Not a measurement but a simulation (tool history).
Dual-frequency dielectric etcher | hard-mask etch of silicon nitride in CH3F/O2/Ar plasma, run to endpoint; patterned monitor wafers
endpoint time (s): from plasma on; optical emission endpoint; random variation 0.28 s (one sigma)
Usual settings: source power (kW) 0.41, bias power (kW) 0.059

run     day  source power (kW)  bias power (kW)  wafers since the last listed run  hours since the last wet clean  hours since the last source power generator calibration  hours since the last bias power generator calibration  hours since the last upper electrode change  incoming incoming film thickness, nm  endpoint time (s)
  1       0               0.34            0.059                                 0                           436.5                                                     2930                                                 3474.2                                       3201.2                                 29.21               42.9
      3.904  -- wet clean of the chamber
  2   3.925               0.34            0.059                               719                             0.5                                                   3024.2                                                 3568.4                                       3295.4                                 29.23               44.5
  3   6.688               0.37            0.059                               679                            66.8                                                   3090.5                                                 3634.7                                       3361.7                                 29.06               42.4
  4   9.392               0.41            0.059                               664                           131.7                                                   3155.4                                                 3699.6                                       3426.6                                 29.64               41.3
  5  12.483               0.41            0.059                               760                           205.9                                                   3229.6                                                 3773.8                                       3500.8                                 29.28               40.9
  6  18.183               0.41            0.059                              1401                           342.7                                                   3366.4                                                 3910.6                                       3637.6                                 29.01               40.1
  7  21.638               0.46            0.059                               849                           425.6                                                   3449.3                                                 3993.5                                       3720.5                                 29.27               38.4
  8  24.496               0.46            0.059                               702                           494.2                                                   3517.9                                                 4062.1                                       3789.1                                  29.5               38.9
     26.317  -- wet clean of the chamber
  9  26.454               0.46            0.059                               235                             3.3                                                   3564.9                                                 4109.1                                       3836.1                                 28.99               37.7
 10  30.712               0.41            0.059                              1047                           105.5                                                   3667.1                                                 4211.3                                       3938.3                                 29.37               39.3
 11  35.425               0.41             0.07                              1158                           218.6                                                   3780.2                                                 4324.4                                       4051.4                                 29.16               35.7
 12  38.275               0.35            0.064                               700                             287                                                   3848.6                                                 4392.8                                       4119.8                                 29.08               39.3
     40.233  -- wet clean of the chamber, repeated, since the last time left the tool worse
 13  40.283               0.41            0.059                               247                             1.2                                                   3896.8                                                   4441                                         4168                                 29.14               41.3
 14  44.288               0.41            0.059                               984                            97.3                                                   3992.9                                                 4537.1                                       4264.1                                 28.97               40.1
     45.575  -- source power generator calibrated
     48.429  -- upper electrode replaced
 15   48.45               0.41            0.064                               736                           197.2                                                       69                                                   4637                                          0.5                                 29.36               39.4
     50.775  -- bias power generator calibrated
 16    51.3               0.51            0.072                               659                           265.6                                                    137.4                                                   12.6                                         68.9                                 29.08               34.3
 17   53.15               0.41            0.059                               454                             310                                                    181.8                                                     57                                        113.3                                 29.21               40.4
 18  57.238               0.48            0.065                              1005                           408.1                                                    279.9                                                  155.1                                        211.4                                 28.83               35.9
 19   60.65               0.49            0.063                               839                             490                                                    361.8                                                    237                                        293.3                                  28.9                 36
     63.575  -- wet clean of the chamber
 20  63.829               0.41            0.054                               535                             6.1                                                    438.1                                                  313.3                                        369.6                                 29.48               42.9

4 ways to go on from here, each from the tool as it stands after run 20. What would each give?
  A  63.846               0.41            0.059                                 4                             6.5                                                    438.5                                                  313.7                                          370                                 29.17                  ?
  B  63.846               0.47            0.059                                 4                             6.5                                                    438.5                                                  313.7                                          370                                 29.17                  ?
  C  63.846               0.37            0.064                                 4                             6.5                                                    438.5                                                  313.7                                          370                                 29.17                  ?
  D  63.846               0.45            0.055                                 4                             6.5                                                    438.5                                                  313.7                                          370                                 29.17                  ?

run  endpoint time (s)
  A               41.2
  B               39.1
  C               41.3
  D               40.9
Without the tool's hidden state the same runs would have given:
run  endpoint time (s)
  A               41.1
  B               39.1
  C               41.3
  D               40.9
